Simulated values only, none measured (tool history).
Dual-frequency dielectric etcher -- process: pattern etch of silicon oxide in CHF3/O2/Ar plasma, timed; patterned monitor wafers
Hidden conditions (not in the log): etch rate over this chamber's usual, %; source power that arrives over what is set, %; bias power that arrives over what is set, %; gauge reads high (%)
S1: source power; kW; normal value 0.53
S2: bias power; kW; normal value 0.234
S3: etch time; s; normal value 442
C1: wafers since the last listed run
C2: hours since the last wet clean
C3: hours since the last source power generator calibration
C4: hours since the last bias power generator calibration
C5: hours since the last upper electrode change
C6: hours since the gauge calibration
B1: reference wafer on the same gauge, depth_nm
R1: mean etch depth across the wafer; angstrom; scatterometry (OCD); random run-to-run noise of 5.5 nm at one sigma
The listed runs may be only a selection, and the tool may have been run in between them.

{"run": 1, "hour": 0.0, "S1": 0.53, "S2": 0.234, "S3": 509, "C1": 0, "C2": 78.3, "C3": 1596.3, "C4": 3249.3, "C5": 4853.2, "C6": 896.8, "B1": 921.7, "R1": 11166}
{"run": 2, "hour": 15.8, "S1": 0.53, "S2": 0.234, "S3": 509, "C1": 69, "C2": 94.1, "C3": 1612.1, "C4": 3265.1, "C5": 4869, "C6": 912.6, "B1": 921.8, "R1": 11281}
{"run": 3, "hour": 48.6, "S1": 0.53, "S2": 0.234, "S3": 509, "C1": 145, "C2": 126.9, "C3": 1644.9, "C4": 3297.9, "C5": 4901.8, "C6": 945.4, "B1": 921.6, "R1": 11254}
{"run": 4, "hour": 66.9, "S1": 0.53, "S2": 0.234, "S3": 442, "C1": 80, "C2": 145.2, "C3": 1663.2, "C4": 3316.2, "C5": 4920.1, "C6": 963.7, "B1": 920.7, "R1": 9801}
{"run": 5, "hour": 82.5, "S1": 0.53, "S2": 0.234, "S3": 442, "C1": 69, "C2": 160.8, "C3": 1678.8, "C4": 3331.8, "C5": 4935.7, "C6": 979.3, "B1": 922.8, "R1": 9828}
{"hour": 101.1, "done": "gauge calibrated"}
{"run": 6, "hour": 115.0, "S1": 0.53, "S2": 0.234, "S3": 412, "C1": 143, "C2": 193.3, "C3": 1711.3, "C4": 3364.3, "C5": 4968.2, "C6": 13.9, "B1": 920, "R1": 9181}
{"run": 7, "hour": 141.4, "S1": 0.53, "S2": 0.234, "S3": 412, "C1": 116, "C2": 219.7, "C3": 1737.7, "C4": 3390.7, "C5": 4994.6, "C6": 40.3, "B1": 920.3, "R1": 9181}
{"run": 8, "hour": 177.2, "S1": 0.64, "S2": 0.256, "S3": 319.5, "C1": 158, "C2": 255.5, "C3": 1773.5, "C4": 3426.5, "C5": 5030.4, "C6": 76.1, "B1": 920.3, "R1": 8113}
{"run": 9, "hour": 211.2, "S1": 0.53, "S2": 0.234, "S3": 442, "C1": 150, "C2": 289.5, "C3": 1807.5, "C4": 3460.5, "C5": 5064.4, "C6": 110.1, "B1": 920.9, "R1": 9902}
{"run": 10, "hour": 225.0, "S1": 0.59, "S2": 0.177, "S3": 365, "C1": 61, "C2": 303.3, "C3": 1821.3, "C4": 3474.3, "C5": 5078.2, "C6": 123.9, "B1": 920.7, "R1": 7894}
{"run": 11, "hour": 246.1, "S1": 0.53, "S2": 0.195, "S3": 442, "C1": 93, "C2": 324.4, "C3": 1842.4, "C4": 3495.4, "C5": 5099.3, "C6": 145, "B1": 920.6, "R1": 9301}
{"hour": 278.8, "done": "upper electrode replaced"}
{"run": 12, "hour": 279.3, "S1": 0.53, "S2": 0.234, "S3": 442, "C1": 40, "C2": 357.6, "C3": 1875.6, "C4": 3528.6, "C5": 0.5, "C6": 178.2, "B1": 921.6, "R1": 9965}
{"run": 13, "hour": 294.7, "S1": 0.61, "S2": 0.259, "S3": 400, "C1": 68, "C2": 373, "C3": 1891, "C4": 3544, "C5": 15.9, "C6": 193.6, "B1": 920.8, "R1": 9997}
{"run": 14, "hour": 307.8, "S1": 0.58, "S2": 0.202, "S3": 497, "C1": 57, "C2": 386.1, "C3": 1904.1, "C4": 3557.1, "C5": 29, "C6": 206.7, "B1": 921.1, "R1": 11136}
{"hour": 314.7, "done": "bias power generator calibrated"}
{"run": 15, "hour": 324.9, "S1": 0.53, "S2": 0.234, "S3": 442, "C1": 57, "C2": 403.2, "C3": 1921.2, "C4": 10.2, "C5": 46.1, "C6": 223.8, "B1": 921.9, "R1": 9889}
{"hour": 338.7, "done": "source power generator calibrated"}
{"run": 16, "hour": 347.9, "S1": 0.62, "S2": 0.234, "S3": 348, "C1": 84, "C2": 426.2, "C3": 9.2, "C4": 33.2, "C5": 69.1, "C6": 246.8, "B1": 921.4, "R1": 8510}
{"run": 17, "hour": 369.3, "S1": 0.53, "S2": 0.234, "S3": 442, "C1": 94, "C2": 447.6, "C3": 30.6, "C4": 54.6, "C5": 90.5, "C6": 268.2, "B1": 920, "R1": 10008}
{"run": 18, "hour": 385.4, "S1": 0.53, "S2": 0.234, "S3": 374.5, "C1": 71, "C2": 463.7, "C3": 46.7, "C4": 70.7, "C5": 106.6, "C6": 284.3, "B1": 920.3, "R1": 8574}
{"hour": 409.7, "done": "wet clean of the chamber"}
{"run": 19, "hour": 410.2, "S1": 0.61, "S2": 0.201, "S3": 386.5, "C1": 3, "C2": 0.5, "C3": 71.5, "C4": 95.5, "C5": 131.4, "C6": 309.1, "B1": 920.8, "R1": 8644}
{"run": 20, "hour": 420.0, "S1": 0.53, "S2": 0.181, "S3": 442, "C1": 43, "C2": 10.3, "C3": 81.3, "C4": 105.3, "C5": 141.2, "C6": 318.9, "B1": 922, "R1": 9066}
{"run": 21, "hour": 438.0, "S1": 0.64, "S2": 0.275, "S3": 348.5, "C1": 79, "C2": 28.3, "C3": 99.3, "C4": 123.3, "C5": 159.2, "C6": 336.9, "B1": 921.5, "R1": 8858}
{"run": 22, "hour": 492.6, "S1": 0.44, "S2": 0.287, "S3": 442, "C1": 241, "C2": 82.9, "C3": 153.9, "C4": 177.9, "C5": 213.8, "C6": 391.5, "B1": 920.9, "R1": 9523}
{"run": 23, "hour": 507.3, "S1": 0.57, "S2": 0.234, "S3": 442, "C1": 65, "C2": 97.6, "C3": 168.6, "C4": 192.6, "C5": 228.5, "C6": 406.2, "B1": 921.2, "R1": 10149}
{"run": 24, "hour": 525.6, "S1": 0.53, "S2": 0.234, "S3": 442, "C1": 80, "C2": 115.9, "C3": 186.9, "C4": 210.9, "C5": 246.8, "C6": 424.5, "B1": 921.6, "R1": 9848}
{"run": 25, "hour": 538.2, "S1": 0.53, "S2": 0.234, "S3": 503, "C1": 55, "C2": 128.5, "C3": 199.5, "C4": 223.5, "C5": 259.4, "C6": 437.1, "B1": 921.1, "R1": 11134}
{"run": 26, "hour": 558.9, "S1": 0.65, "S2": 0.211, "S3": 369.5, "C1": 91, "C2": 149.2, "C3": 220.2, "C4": 244.2, "C5": 280.1, "C6": 457.8, "B1": 921.1, "R1": 8739}
{"run": 27, "hour": 576.8, "S1": 0.53, "S2": 0.212, "S3": 442, "C1": 79, "C2": 167.1, "C3": 238.1, "C4": 262.1, "C5": 298, "C6": 475.7, "B1": 919.6, "R1": 9543}
{"run": 28, "hour": 611.7, "S1": 0.53, "S2": 0.234, "S3": 442, "C1": 154, "C2": 202, "C3": 273, "C4": 297, "C5": 332.9, "C6": 510.6, "B1": 921.7, "R1": 9886}
{"run": 29, "hour": 647.3, "S1": 0.58, "S2": 0.202, "S3": 497, "C1": 157, "C2": 237.6, "C3": 308.6, "C4": 332.6, "C5": 368.5, "C6": 546.2, "B1": 920.9, "R1": 11106}
{"run": 30, "hour": 678.3, "S1": 0.53, "S2": 0.234, "S3": 384.5, "C1": 137, "C2": 268.6, "C3": 339.6, "C4": 363.6, "C5": 399.5, "C6": 577.2, "B1": 919.7, "R1": 8682}

For some of the steps in R1 from one run to the next: how much would appear even if the tool had no hidden state, given the settings, what came in and random variation, and how much remains for the hidden state plus any gauge scatter that the measured result and the result without hidden state don't share?
Run 8 -> 9: S1 0.64 -> 0.53, S2 0.256 -> 0.234, S3 319.5 -> 442. R1 +1789 angstrom: hidden state +63, all else +1726.
Run 9 -> 10: S1 0.53 -> 0.59, S2 0.234 -> 0.177, S3 442 -> 365. R1 -2008 angstrom: hidden state -37, all else -1971.
Run 16 -> 17: S1 0.62 -> 0.53, S3 348 -> 442. R1 +1498 angstrom: hidden state +68, all else +1430.
Run 18 -> 19: S1 0.53 -> 0.61, S2 0.234 -> 0.201, S3 374.5 -> 386.5, wet clean of the chamber. R1 +70 angstrom: hidden state -299, all else +369.
Run 25 -> 26: S1 0.53 -> 0.65, S2 0.234 -> 0.211, S3 503 -> 369.5. R1 -2395 angstrom: hidden state -17, all else -2378.
Run 29 -> 30: S1 0.58 -> 0.53, S2 0.202 -> 0.234, S3 497 -> 384.5. R1 -2424 angstrom: hidden state -32, all else -2392.
